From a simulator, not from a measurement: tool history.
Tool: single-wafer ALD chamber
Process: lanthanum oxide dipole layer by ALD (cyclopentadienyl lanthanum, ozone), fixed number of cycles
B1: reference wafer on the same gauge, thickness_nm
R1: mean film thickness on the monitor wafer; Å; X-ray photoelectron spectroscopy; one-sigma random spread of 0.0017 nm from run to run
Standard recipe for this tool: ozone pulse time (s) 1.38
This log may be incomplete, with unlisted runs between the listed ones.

Run 1, hour 0.0: usual settings; B1 0.521. Result: R1 5.46 Å.
Run 2, hour 17.5: usual settings; B1 0.521. Result: R1 5.43 Å.
Run 3, hour 32.4: usual settings; B1 0.521. Result: R1 5.47 Å.
Run 4, hour 47.2: usual settings but ozone pulse time (s) 1.50; B1 0.521. Result: R1 5.57 Å.
Run 5, hour 76.0: usual settings; B1 0.521. Result: R1 5.44 Å.
Run 6, hour 103.5: usual settings; B1 0.521. Result: R1 5.47 Å.
Run 7, hour 123.2: usual settings; B1 0.521. Result: R1 5.50 Å.
Run 8, hour 153.7: usual settings but ozone pulse time (s) 1.54; B1 0.521. Result: R1 5.58 Å.
Run 9, hour 171.9: usual settings but ozone pulse time (s) 1.54; B1 0.521. Result: R1 5.57 Å.
Run 10, hour 189.6: usual settings but ozone pulse time (s) 1.54; B1 0.521. Result: R1 5.56 Å.
Run 11, hour 213.3: usual settings but ozone pulse time (s) 1.69; B1 0.521. Result: R1 5.63 Å.
Run 12, hour 227.2: usual settings but ozone pulse time (s) 1.62; B1 0.521. Result: R1 5.60 Å.
Run 13, hour 240.6: usual settings; B1 0.521. Result: R1 5.45 Å.
Run 14, hour 275.1: usual settings; B1 0.521. Result: R1 5.47 Å.
Run 15, hour 302.4: usual settings but ozone pulse time (s) 1.76; B1 0.521. Result: R1 5.69 Å.
Run 16, hour 341.4: usual settings; B1 0.521. Result: R1 5.47 Å.
Run 17, hour 358.5: usual settings but ozone pulse time (s) 0.86; B1 0.521. Result: R1 4.62 Å.
Run 18, hour 391.5: usual settings but ozone pulse time (s) 1.81; B1 0.521. Result: R1 5.70 Å.
Run 19, hour 420.4: usual settings but ozone pulse time (s) 1.24; B1 0.521. Result: R1 5.34 Å.
Run 20, hour 447.5: usual settings but ozone pulse time (s) 1.71; B1 0.521. Result: R1 5.61 Å.
Run 21, hour 475.1: usual settings but ozone pulse time (s) 1.86; B1 0.521. Result: R1 5.70 Å.
Run 22, hour 503.7: usual settings; B1 0.521. Result: R1 5.45 Å.
Run 23, hour 530.6: usual settings; B1 0.521. Result: R1 5.47 Å.

Not shown: 4 entries that the log had between the listed runs. Between which runs, and how does the tool's hidden state differ before and after?
Runs 9 to 10: gauge calibrated (hour 177.9)
  no hidden state differs between the two runs
Runs 13 to 14: showerhead replaced (hour 269.0)
  no hidden state differs between the two runs
Runs 15 to 16: ozone generator serviced (hour 340.9)
  no hidden state differs between the two runs
Runs 17 to 18: thermocouple changed; heater temperature recalibrated (hour 371.2)
  no hidden state differs between the two runs

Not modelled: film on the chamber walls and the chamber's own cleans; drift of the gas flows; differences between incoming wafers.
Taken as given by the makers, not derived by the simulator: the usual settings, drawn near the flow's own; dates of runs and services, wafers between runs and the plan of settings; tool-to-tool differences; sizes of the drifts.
